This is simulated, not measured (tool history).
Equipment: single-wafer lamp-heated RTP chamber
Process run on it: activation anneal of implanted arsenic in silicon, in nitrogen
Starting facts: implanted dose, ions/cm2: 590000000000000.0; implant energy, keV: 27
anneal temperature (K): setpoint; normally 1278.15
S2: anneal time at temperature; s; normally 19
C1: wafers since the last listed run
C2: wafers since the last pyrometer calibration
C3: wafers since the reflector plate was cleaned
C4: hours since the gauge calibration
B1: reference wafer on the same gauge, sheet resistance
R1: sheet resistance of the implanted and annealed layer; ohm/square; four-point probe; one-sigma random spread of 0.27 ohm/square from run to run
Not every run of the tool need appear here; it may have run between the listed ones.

{"run": 1, "hour": 0.0, "anneal temperature (K)": 1278.15, "S2": 19, "C1": 0, "C2": 3107, "C3": 3951, "C4": 219.4, "B1": 151.01, "R1": 173.24}
{"hour": 18.3, "done": "reflector plate cleaned"}
{"run": 2, "hour": 18.8, "anneal temperature (K)": 1278.15, "S2": 19, "C1": 184, "C2": 3292, "C3": 8, "C4": 238.2, "B1": 151.03, "R1": 173.19}
{"run": 3, "hour": 32.6, "anneal temperature (K)": 1278.15, "S2": 22, "C1": 235, "C2": 3527, "C3": 244, "C4": 252.0, "B1": 150.99, "R1": 172.75}
{"run": 4, "hour": 45.3, "anneal temperature (K)": 1278.15, "S2": 22, "C1": 217, "C2": 3744, "C3": 461, "C4": 264.7, "B1": 151.03, "R1": 172.73}
{"run": 5, "hour": 89.8, "anneal temperature (K)": 1278.15, "S2": 19, "C1": 760, "C2": 4505, "C3": 1221, "C4": 309.2, "B1": 151.01, "R1": 173.05}
{"run": 6, "hour": 98.1, "anneal temperature (K)": 1278.15, "S2": 19, "C1": 141, "C2": 4647, "C3": 1363, "C4": 317.5, "B1": 150.98, "R1": 173.17}
{"run": 7, "hour": 113.6, "anneal temperature (K)": 1278.15, "S2": 19, "C1": 264, "C2": 4912, "C3": 1628, "C4": 333.0, "B1": 151.01, "R1": 173.27}
{"run": 8, "hour": 130.4, "anneal temperature (K)": 1278.15, "S2": 19, "C1": 287, "C2": 5199, "C3": 1915, "C4": 349.8, "B1": 150.98, "R1": 173.59}
{"hour": 147.9, "done": "pyrometer window cleaned and pyrometer calibrated"}
{"run": 9, "hour": 148.4, "anneal temperature (K)": 1278.15, "S2": 19, "C1": 170, "C2": 8, "C3": 2086, "C4": 367.8, "B1": 151.03, "R1": 174.26}
{"run": 10, "hour": 158.4, "anneal temperature (K)": 1278.15, "S2": 19, "C1": 170, "C2": 179, "C3": 2257, "C4": 377.8, "B1": 150.96, "R1": 174.64}
{"run": 11, "hour": 167.0, "anneal temperature (K)": 1278.15, "S2": 19, "C1": 146, "C2": 326, "C3": 2404, "C4": 386.4, "B1": 151.01, "R1": 174.44}
{"run": 12, "hour": 179.3, "anneal temperature (K)": 1288.15, "S2": 19, "C1": 210, "C2": 537, "C3": 2614, "C4": 398.7, "B1": 151.0, "R1": 173.4}
{"run": 13, "hour": 190.4, "anneal temperature (K)": 1288.15, "S2": 19, "C1": 189, "C2": 726, "C3": 2804, "C4": 409.8, "B1": 150.98, "R1": 173.12}
{"run": 14, "hour": 200.7, "anneal temperature (K)": 1278.15, "S2": 13, "C1": 176, "C2": 902, "C3": 2980, "C4": 420.1, "B1": 151.01, "R1": 175.81}
{"run": 15, "hour": 209.3, "anneal temperature (K)": 1278.15, "S2": 13, "C1": 146, "C2": 1049, "C3": 3127, "C4": 428.7, "B1": 150.99, "R1": 175.05}
{"run": 16, "hour": 221.2, "anneal temperature (K)": 1278.15, "S2": 13, "C1": 203, "C2": 1252, "C3": 3330, "C4": 440.6, "B1": 150.99, "R1": 175.71}
{"run": 17, "hour": 234.6, "anneal temperature (K)": 1278.15, "S2": 19, "C1": 228, "C2": 1481, "C3": 3559, "C4": 454.0, "B1": 150.98, "R1": 173.34}
{"run": 18, "hour": 245.6, "anneal temperature (K)": 1306.15, "S2": 26, "C1": 187, "C2": 1669, "C3": 3747, "C4": 465.0, "B1": 151.03, "R1": 169.16}
{"run": 19, "hour": 261.2, "anneal temperature (K)": 1266.15, "S2": 22, "C1": 266, "C2": 1936, "C3": 4014, "C4": 480.6, "B1": 150.93, "R1": 174.33}
{"hour": 274.2, "done": "gauge calibrated"}
{"hour": 281.9, "done": "reflector plate cleaned"}
{"run": 20, "hour": 282.4, "anneal temperature (K)": 1278.15, "S2": 19, "C1": 225, "C2": 2162, "C3": 9, "C4": 8.2, "B1": 150.99, "R1": 173.77}
{"run": 21, "hour": 282.7, "anneal temperature (K)": 1278.15, "S2": 19, "C1": 5, "C2": 2167, "C3": 14, "C4": 8.5, "B1": 150.99, "R1": 173.46}
{"run": 22, "hour": 289.2, "anneal temperature (K)": 1278.15, "S2": 19, "C1": 111, "C2": 2278, "C3": 125, "C4": 15.0, "B1": 150.98, "R1": 173.62}
{"run": 23, "hour": 296.0, "anneal temperature (K)": 1252.15, "S2": 15, "C1": 116, "C2": 2394, "C3": 241, "C4": 21.8, "B1": 151.01, "R1": 177.11}
{"run": 24, "hour": 303.0, "anneal temperature (K)": 1266.15, "S2": 8, "C1": 119, "C2": 2514, "C3": 361, "C4": 28.8, "B1": 151.03, "R1": 179.02}
{"run": 25, "hour": 316.7, "anneal temperature (K)": 1259.15, "S2": 19, "C1": 234, "C2": 2748, "C3": 595, "C4": 42.5, "B1": 151.05, "R1": 175.75}
{"run": 26, "hour": 329.9, "anneal temperature (K)": 1278.15, "S2": 9, "C1": 225, "C2": 2973, "C3": 820, "C4": 55.7, "B1": 150.97, "R1": 176.79}
{"run": 27, "hour": 346.2, "anneal temperature (K)": 1267.15, "S2": 19, "C1": 278, "C2": 3252, "C3": 1099, "C4": 72.0, "B1": 151.03, "R1": 174.28}
{"run": 28, "hour": 360.8, "anneal temperature (K)": 1278.15, "S2": 15, "C1": 249, "C2": 3501, "C3": 1348, "C4": 86.6, "B1": 151.0, "R1": 174.35}
{"run": 29, "hour": 377.3, "anneal temperature (K)": 1278.15, "S2": 19, "C1": 281, "C2": 3783, "C3": 1630, "C4": 103.1, "B1": 150.96, "R1": 173.42}
{"run": 30, "hour": 388.4, "anneal temperature (K)": 1304.15, "S2": 19, "C1": 189, "C2": 3973, "C3": 1820, "C4": 114.2, "B1": 151.04, "R1": 170.53}
{"run": 31, "hour": 398.8, "anneal temperature (K)": 1300.15, "S2": 8, "C1": 177, "C2": 4151, "C3": 1998, "C4": 124.6, "B1": 151.03, "R1": 175.2}
{"run": 32, "hour": 410.1, "anneal temperature (K)": 1261.15, "S2": 28, "C1": 193, "C2": 4344, "C3": 2191, "C4": 135.9, "B1": 150.99, "R1": 173.44}
{"run": 33, "hour": 417.8, "anneal temperature (K)": 1278.15, "S2": 19, "C1": 131, "C2": 4475, "C3": 2322, "C4": 143.6, "B1": 150.97, "R1": 173.59}
{"hour": 433.3, "done": "pyrometer window cleaned and pyrometer calibrated"}
{"run": 34, "hour": 433.8, "anneal temperature (K)": 1266.15, "S2": 27, "C1": 136, "C2": 8, "C3": 2459, "C4": 159.6, "B1": 150.99, "R1": 173.57}
{"run": 35, "hour": 441.4, "anneal temperature (K)": 1260.15, "S2": 8, "C1": 129, "C2": 137, "C3": 2589, "C4": 167.2, "B1": 151.0, "R1": 180.02}
{"run": 36, "hour": 454.7, "anneal temperature (K)": 1299.15, "S2": 25, "C1": 227, "C2": 365, "C3": 2816, "C4": 180.5, "B1": 151.01, "R1": 170.71}

Take each entry between the runs: how does the hidden state at the last listed run before it differ from the hidden state at the first listed run after it?
Runs 1 to 2: reflector plate cleaned (hour 18.3)
  true wafer temperature minus pyrometer reading, K: 11.3 -> 11.6
  measured result minus the result with no hidden state, R1: -1.25 -> -1.29 ohm/square
Runs 8 to 9: pyrometer window cleaned and pyrometer calibrated (hour 147.9)
  true wafer temperature minus pyrometer reading, K: 12.7 -> 1.28
  measured result minus the result with no hidden state, R1: -1.43 -> -0.15 ohm/square
Runs 19 to 20: gauge calibrated (hour 274.2); reflector plate cleaned (hour 281.9)
  true wafer temperature minus pyrometer reading, K: 9.81 -> 10.6
  measured result minus the result with no hidden state, R1: -1.08 -> -1.18 ohm/square
Runs 33 to 34: pyrometer window cleaned and pyrometer calibrated (hour 433.3)
  true wafer temperature minus pyrometer reading, K: 13 -> 2.83
  measured result minus the result with no hidden state, R1: -1.45 -> -0.32 ohm/square
